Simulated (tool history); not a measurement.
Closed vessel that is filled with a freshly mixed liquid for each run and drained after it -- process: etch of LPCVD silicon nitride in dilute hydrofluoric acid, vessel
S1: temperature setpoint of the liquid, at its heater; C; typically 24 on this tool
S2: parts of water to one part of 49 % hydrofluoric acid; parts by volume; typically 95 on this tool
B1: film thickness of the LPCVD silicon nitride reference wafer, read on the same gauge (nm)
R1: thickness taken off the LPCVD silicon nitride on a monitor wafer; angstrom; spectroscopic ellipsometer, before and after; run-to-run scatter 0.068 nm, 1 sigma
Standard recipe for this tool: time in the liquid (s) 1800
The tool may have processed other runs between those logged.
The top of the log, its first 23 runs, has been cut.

-- hour=1901.5 hydrofluoric acid flow meter replaced
run 24 hour=1916.8 | S1=24 S2=95 time_in_the_liquid_(s)=1390 | B1=129.94 | R1=61
run 25 hour=2015.4 | S1=24 S2=70 time_in_the_liquid_(s)=2320 | B1=130 | R1=135.3
run 26 hour=2066 | S1=26.5 S2=130 time_in_the_liquid_(s)=1505 | B1=129.98 | R1=56.5
-- hour=2103.5 thermometer replaced
run 27 hour=2139.2 | S1=28.5 S2=95 time_in_the_liquid_(s)=1800 | B1=129.97 | R1=102.1
run 28 hour=2207.9 | S1=27 S2=95 time_in_the_liquid_(s)=2485 | B1=130.01 | R1=128.4
run 29 hour=2303.9 | S1=26 S2=95 time_in_the_liquid_(s)=1320 | B1=130.02 | R1=65.7
run 30 hour=2345.7 | S1=26 S2=95 time_in_the_liquid_(s)=1320 | B1=129.97 | R1=65.2
run 31 hour=2467.2 | S1=24 S2=95 time_in_the_liquid_(s)=2735 | B1=130.03 | R1=119.9
run 32 hour=2505.9 | S1=22.5 S2=75 time_in_the_liquid_(s)=1800 | B1=130.01 | R1=89.6
run 33 hour=2564.7 | S1=25.5 S2=140 time_in_the_liquid_(s)=1800 | B1=129.99 | R1=59.2

3 ways to go on from here, each from the tool as it stands after run 33. What would each give?
run A hour=2565.8 | S1=24 S2=95 time_in_the_liquid_(s)=1800 | B1=? | R1=?
run B hour=2565.8 | S1=24 S2=95 time_in_the_liquid_(s)=2760 | B1=? | R1=?
run C hour=2565.8 | S1=28 S2=95 time_in_the_liquid_(s)=2080 | B1=? | R1=?

run=A B1=129.97 R1=78.2
run=B B1=129.97 R1=119.9
run=C B1=129.97 R1=117
Had the tool no hidden state, the same runs would have come out as:
run=A R1=75.3
run=B R1=115.4
run=C R1=112.8

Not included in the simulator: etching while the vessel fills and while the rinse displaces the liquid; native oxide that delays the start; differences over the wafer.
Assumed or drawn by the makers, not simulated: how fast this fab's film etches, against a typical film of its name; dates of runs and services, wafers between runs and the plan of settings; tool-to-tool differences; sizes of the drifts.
